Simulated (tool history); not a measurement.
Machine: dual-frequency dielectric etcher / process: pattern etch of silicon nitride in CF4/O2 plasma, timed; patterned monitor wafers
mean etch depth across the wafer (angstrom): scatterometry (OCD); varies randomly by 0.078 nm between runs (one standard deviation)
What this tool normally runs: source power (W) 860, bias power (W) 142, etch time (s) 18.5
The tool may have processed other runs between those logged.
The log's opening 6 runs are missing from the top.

run	day	source power (W)	bias power (W)	etch time (s)	read-back reference wafer on the same gauge, depth_nm	mean etch depth across the wafer (angstrom)
7	5.288	860	142	18.5	51.2	511
8	6.117	860	142	18.5	51.2	511
9	7.533	860	142	18.5	51.2	512
10	8.538	970	142	16.5	51.2	489
# day 9.508: gauge calibrated
11	9.912	970	142	16.5	51.2	490
12	10.538	860	142	18.5	51.2	512
13	11.15	860	142	18.5	51.2	513
14	11.762	860	142	18.5	51.2	513
# day 13.046: wet clean of the chamber
15	13.067	960	142	20.5	51.2	600
16	13.8	780	155	18.5	51.2	495
17	15.025	940	142	18.5	51.2	536
18	16.25	860	142	20.5	51.2	564
# day 17.371: upper electrode replaced
# day 17.412: source power generator calibrated
19	17.692	990	167	20	51.2	647
20	19.021	860	108	18.5	51.2	487
# day 19.675: bias power generator calibrated
21	19.696	940	165	20	51.2	625
22	20.554	650	120	18.5	51.2	431
23	21.275	860	142	18.5	51.2	524
24	22.533	950	142	15.5	51.2	467
25	23.908	1040	124	20.5	51.2	625
26	25.208	860	128	18.5	51.2	509
27	26.083	1080	124	18.5	51.2	578
28	27.454	790	171	13	51.2	372
29	28.146	860	142	18.5	51.2	523
30	29.367	860	142	17	51.2	481

3 ways to go on from here, each from the tool as it stands after run 30. What would each give?
A	29.383	1040	142	18.5	?	?
B	29.383	760	142	18.5	?	?
C	29.383	930	171	18.5	?	?

run	read-back reference wafer on the same gauge, depth_nm	mean etch depth across the wafer (angstrom)
A	51.2	585
B	51.2	490
C	51.2	579
With no hidden state in the tool, these same runs would have given:
run	mean etch depth across the wafer (angstrom)
A	583
B	489
C	578
